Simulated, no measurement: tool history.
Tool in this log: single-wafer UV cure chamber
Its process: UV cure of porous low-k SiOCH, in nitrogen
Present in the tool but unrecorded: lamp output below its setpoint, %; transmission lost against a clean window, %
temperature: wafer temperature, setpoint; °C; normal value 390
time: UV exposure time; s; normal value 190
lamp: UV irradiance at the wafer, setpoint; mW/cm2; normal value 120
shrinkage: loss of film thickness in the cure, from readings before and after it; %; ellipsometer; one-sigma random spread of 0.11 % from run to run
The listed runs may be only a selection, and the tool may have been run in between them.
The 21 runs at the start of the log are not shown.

run	hour	temperature	time	lamp	wafers since the last listed run	hours since the UV bulbs were replaced	wafers since the quartz window was cleaned	shrinkage
22	980.6	390	140	120	292	1557.0	3363	8.370
23	1020.0	390	125	120	387	1596.4	3751	7.908
24	1049.1	408	95	84	286	1625.5	4037	5.741
# hour 1062.0: quartz window cleaned
25	1116.6	399	275	147	585	1693.0	537	12.495
26	1177.4	390	190	148	597	1753.8	1135	10.825
# hour 1189.0: UV bulbs replaced
27	1225.8	390	190	120	397	36.8	1532	11.036
28	1294.5	372	155	103	675	105.5	2208	9.124
29	1351.2	382	135	80	557	162.2	2765	7.368
30	1417.4	408	240	147	651	228.4	3416	12.832
31	1485.7	379	190	144	671	296.7	4088	11.190
32	1542.7	390	190	120	560	353.7	4649	10.479

Branching from run 32: 5 alternative next runs. What would each branch give?
A	1543.1	390	190	104	3	354.1	4653	?
B	1543.1	390	190	89	3	354.1	4653	?
C	1543.1	407	190	120	3	354.1	4653	?
D	1543.1	390	190	144	3	354.1	4653	?
E	1543.1	390	190	88	3	354.1	4653	?

run	shrinkage
A	10.034
B	9.362
C	10.954
D	11.480
E	9.314
With no hidden state in the tool, these same runs would have given:
run	shrinkage
A	10.642
B	9.959
C	11.579
D	12.112
E	9.910

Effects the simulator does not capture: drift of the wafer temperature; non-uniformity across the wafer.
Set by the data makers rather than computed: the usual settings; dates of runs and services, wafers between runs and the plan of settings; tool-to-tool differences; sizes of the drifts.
